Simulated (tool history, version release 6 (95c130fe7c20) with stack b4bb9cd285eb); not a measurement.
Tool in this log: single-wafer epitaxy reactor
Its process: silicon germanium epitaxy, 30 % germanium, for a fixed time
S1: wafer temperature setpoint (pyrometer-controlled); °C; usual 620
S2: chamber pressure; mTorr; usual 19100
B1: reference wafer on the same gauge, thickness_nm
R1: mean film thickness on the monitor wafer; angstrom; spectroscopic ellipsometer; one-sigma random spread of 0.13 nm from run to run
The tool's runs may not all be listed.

| run | day | S1 | S2 | B1 | R1 |
|---|---|---|---|---|---|
| 1 | 0.000 | 620 | 19100 | 83.549 | 859.02 |
| 2 | 2.088 | 620 | 19100 | 83.653 | 861.38 |
| 3 | 4.867 | 620 | 19100 | 83.606 | 860.25 |
| 4 | 6.038 | 626 | 19100 | 83.551 | 968.48 |
| 5 | 8.425 | 620 | 19100 | 83.602 | 858.91 |
|  | 10.671 | gauge calibrated |
| 6 | 10.838 | 614 | 18100 | 83.680 | 749.83 |
| 7 | 12.471 | 614 | 18100 | 83.609 | 747.46 |
|  | 14.092 | pyrometer calibrated |
| 8 | 14.454 | 614 | 18100 | 83.619 | 785.28 |
|  | 15.346 | showerhead replaced |
|  | 15.588 | capacitance manometer re-zeroed and calibrated |
| 9 | 15.621 | 620 | 16000 | 83.561 | 818.91 |
| 10 | 16.700 | 614 | 16100 | 83.597 | 730.19 |
| 11 | 17.796 | 620 | 19100 | 83.576 | 878.42 |
| 12 | 19.917 | 605 | 17500 | 83.610 | 630.39 |
| 13 | 21.004 | 620 | 19100 | 83.586 | 877.04 |
| 14 | 22.508 | 620 | 19100 | 83.623 | 877.95 |
| 15 | 24.092 | 620 | 20400 | 83.580 | 896.87 |
| 16 | 25.500 | 633 | 21500 | 83.568 | 1175.01 |
| 17 | 28.021 | 625 | 22900 | 83.594 | 1032.57 |
| 18 | 29.688 | 626 | 15400 | 83.547 | 902.19 |

Consider 5 possible next runs. They are alternatives, not a sequence: every one starts from the tool as it was left by run 18. What does each give?
| A | 29.704 | 620 | 16300 | ? | ? |
| B | 29.704 | 635 | 19100 | ? | ? |
| C | 29.704 | 627 | 14600 | ? | ? |
| D | 29.704 | 615 | 15100 | ? | ? |
| E | 29.704 | 606 | 21600 | ? | ? |

| run | B1 | R1 |
|---|---|---|
| A | 83.595 | 820.98 |
| B | 83.595 | 1162.75 |
| C | 83.595 | 901.04 |
| D | 83.595 | 722.79 |
| E | 83.595 | 693.29 |
The same runs, with their run-to-run variation unchanged, on a tool lacking any hidden condition would have given:
| run | R1 |
|---|---|
| A | 830.55 |
| B | 1175.67 |
| C | 911.31 |
| D | 731.35 |
| E | 701.74 |
